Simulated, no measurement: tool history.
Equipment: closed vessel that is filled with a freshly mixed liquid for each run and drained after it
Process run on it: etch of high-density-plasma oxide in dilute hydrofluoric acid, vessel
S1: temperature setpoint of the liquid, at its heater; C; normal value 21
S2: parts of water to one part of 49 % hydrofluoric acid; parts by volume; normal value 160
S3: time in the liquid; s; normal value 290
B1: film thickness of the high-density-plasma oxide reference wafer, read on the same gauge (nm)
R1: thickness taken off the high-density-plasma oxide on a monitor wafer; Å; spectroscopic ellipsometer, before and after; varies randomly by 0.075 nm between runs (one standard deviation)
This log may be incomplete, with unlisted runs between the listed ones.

| run | hour | S1 | S2 | S3 | B1 | R1 |
|---|---|---|---|---|---|---|
| 1 | 0 | 19.5 | 160 | 185 | 70.02 | 52.4 |
| 2 | 315.1 | 19.5 | 160 | 185 | 70 | 52 |
| 3 | 353 | 21 | 160 | 290 | 70.02 | 86.7 |
| 4 | 658.7 | 21 | 160 | 290 | 70 | 83.7 |
|  | 690.4 | thermometer replaced |
| 5 | 762.5 | 21 | 160 | 290 | 70.01 | 83.4 |
| 6 | 806.4 | 21 | 185 | 290 | 69.97 | 70.3 |
| 7 | 849.7 | 21 | 160 | 290 | 69.99 | 83.7 |
| 8 | 899.7 | 21 | 160 | 290 | 69.98 | 83.9 |
| 9 | 983.8 | 21 | 160 | 290 | 70.03 | 82.8 |
|  | 1014.4 | gauge calibrated |
| 10 | 1079.4 | 21 | 160 | 335 | 70.02 | 92.9 |
| 11 | 1168.3 | 23 | 160 | 290 | 70.01 | 88.3 |
| 12 | 1230.9 | 21 | 160 | 335 | 70.01 | 93 |
|  | 1310.1 | hydrofluoric acid flow meter replaced |
| 13 | 1316.2 | 24 | 235 | 180 | 70 | 38 |
| 14 | 1423.8 | 21 | 160 | 290 | 70 | 87.5 |
| 15 | 1493.2 | 21 | 160 | 290 | 70 | 87.7 |
| 16 | 1530.5 | 19 | 160 | 290 | 70.01 | 79.3 |
| 17 | 1634.7 | 18 | 235 | 290 | 69.98 | 48 |
| 18 | 1693.3 | 17 | 120 | 290 | 69.99 | 101.4 |

Alternative continuations, all from the tool just after run 18; predict every row:
| A | 1694 | 21 | 160 | 290 | ? | ? |
| B | 1694 | 18.5 | 160 | 450 | ? | ? |
| C | 1694 | 19.5 | 190 | 290 | ? | ? |
| D | 1694 | 21 | 220 | 290 | ? | ? |
| E | 1694 | 21 | 160 | 145 | ? | ? |

| run | B1 | R1 |
|---|---|---|
| A | 70 | 86.3 |
| B | 70 | 121.3 |
| C | 70 | 66.4 |
| D | 70 | 59 |
| E | 70 | 43.1 |
Take away the tool's hidden state, keep each run's random variation, and the runs would have read:
| run | R1 |
|---|---|
| A | 88.8 |
| B | 124.8 |
| C | 68.4 |
| D | 60.8 |
| E | 44.4 |
